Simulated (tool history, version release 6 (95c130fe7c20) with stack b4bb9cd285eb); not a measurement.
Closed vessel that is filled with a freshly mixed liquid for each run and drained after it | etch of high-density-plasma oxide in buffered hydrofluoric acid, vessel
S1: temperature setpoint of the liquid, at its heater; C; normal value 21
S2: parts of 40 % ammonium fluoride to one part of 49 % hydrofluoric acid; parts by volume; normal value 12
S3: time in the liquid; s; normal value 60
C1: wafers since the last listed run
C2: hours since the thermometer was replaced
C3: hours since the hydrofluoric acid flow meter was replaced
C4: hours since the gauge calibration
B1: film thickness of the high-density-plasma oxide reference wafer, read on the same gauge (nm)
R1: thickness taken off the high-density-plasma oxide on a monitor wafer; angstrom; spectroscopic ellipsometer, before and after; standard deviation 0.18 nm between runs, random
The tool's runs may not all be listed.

| run | hour | S1 | S2 | S3 | C1 | C2 | C3 | C4 | B1 | R1 |
|---|---|---|---|---|---|---|---|---|---|---|
| 1 | 0 | 21 | 12 | 60 | 0 | 296.1 | 860.9 | 665.5 | 39.94 | 561 |
| 2 | 24.7 | 21 | 12 | 60 | 2092 | 320.8 | 885.6 | 690.2 | 40.06 | 558.8 |
| 3 | 61.7 | 21 | 12 | 60 | 3134 | 357.8 | 922.6 | 727.2 | 39.97 | 557.4 |
| 4 | 129.4 | 21 | 12 | 60 | 5735 | 425.5 | 990.3 | 794.9 | 40.01 | 558.3 |
| 5 | 154.4 | 21 | 12 | 60 | 2118 | 450.5 | 1015.3 | 819.9 | 39.99 | 558.4 |
| 6 | 220 | 21 | 12 | 60 | 5557 | 516.1 | 1080.9 | 885.5 | 40.03 | 558.9 |
| 7 | 278.7 | 21 | 12 | 60 | 4973 | 574.8 | 1139.6 | 944.2 | 40.02 | 553.7 |
| 8 | 310.9 | 21 | 12 | 60 | 2728 | 607 | 1171.8 | 976.4 | 39.97 | 555.2 |
| 9 | 358.4 | 21 | 10 | 60 | 4024 | 654.5 | 1219.3 | 1023.9 | 39.99 | 659.9 |
|  | 413.8 | hydrofluoric acid flow meter replaced |
|  | 498.3 | thermometer replaced |
| 10 | 498.8 | 21 | 12 | 60 | 11725 | 0.5 | 85 | 1164.3 | 40.01 | 573.6 |
| 11 | 525.2 | 21 | 12 | 60 | 2236 | 26.9 | 111.4 | 1190.7 | 40 | 569.9 |
| 12 | 579 | 21 | 12 | 60 | 4557 | 80.7 | 165.2 | 1244.5 | 40.02 | 566.8 |
| 13 | 627.3 | 23.5 | 9 | 60 | 4092 | 129 | 213.5 | 1292.8 | 39.99 | 836.8 |
| 14 | 654.2 | 21 | 12 | 60 | 2278 | 155.9 | 240.4 | 1319.7 | 39.97 | 567.2 |
| 15 | 695.9 | 17.5 | 14 | 85 | 3532 | 197.6 | 282.1 | 1361.4 | 40.02 | 567.2 |
| 16 | 725.6 | 21 | 12 | 60 | 2516 | 227.3 | 311.8 | 1391.1 | 40.03 | 567 |
|  | 791 | gauge calibrated |
| 17 | 794.9 | 17 | 9 | 30 | 5871 | 296.6 | 381.1 | 3.9 | 39.96 | 289.3 |
| 18 | 858.9 | 21 | 12 | 75 | 5422 | 360.6 | 445.1 | 67.9 | 39.99 | 705.7 |
| 19 | 889.2 | 17 | 12 | 60 | 2567 | 390.9 | 475.4 | 98.2 | 40.02 | 449 |
| 20 | 936 | 23 | 17 | 60 | 3964 | 437.7 | 522.2 | 145 | 40 | 444.6 |
| 21 | 976.5 | 23 | 12 | 85 | 3431 | 478.2 | 562.7 | 185.5 | 39.99 | 885.5 |
| 22 | 1061.9 | 25.5 | 9 | 60 | 7235 | 563.6 | 648.1 | 270.9 | 39.99 | 920.2 |
| 23 | 1152.5 | 21 | 15.5 | 35 | 7675 | 654.2 | 738.7 | 361.5 | 39.97 | 253.1 |
| 24 | 1215.5 | 23.5 | 12 | 30 | 5337 | 717.2 | 801.7 | 424.5 | 40.01 | 320.9 |

What the log doesn't show, run by run:
liquid hotter than its thermometer reads (K): 0, the same for each run
gauge reads high (%): 0, the same for each run
H1: hydrofluoric acid flow below the setpoint (%)
| run | H1 |
|---|---|
| 1 | 2.41 |
| 2 | 2.48 |
| 3 | 2.58 |
| 4 | 2.76 |
| 5 | 2.83 |
| 6 | 3.01 |
| 7 | 3.17 |
| 8 | 3.25 |
| 9 | 3.38 |
| 10 | 0.735 |
| 11 | 0.807 |
| 12 | 0.953 |
| 13 | 1.08 |
| 14 | 1.16 |
| 15 | 1.27 |
| 16 | 1.35 |
| 17 | 1.54 |
| 18 | 1.71 |
| 19 | 1.8 |
| 20 | 1.92 |
| 21 | 2.03 |
| 22 | 2.26 |
| 23 | 2.51 |
| 24 | 2.68 |
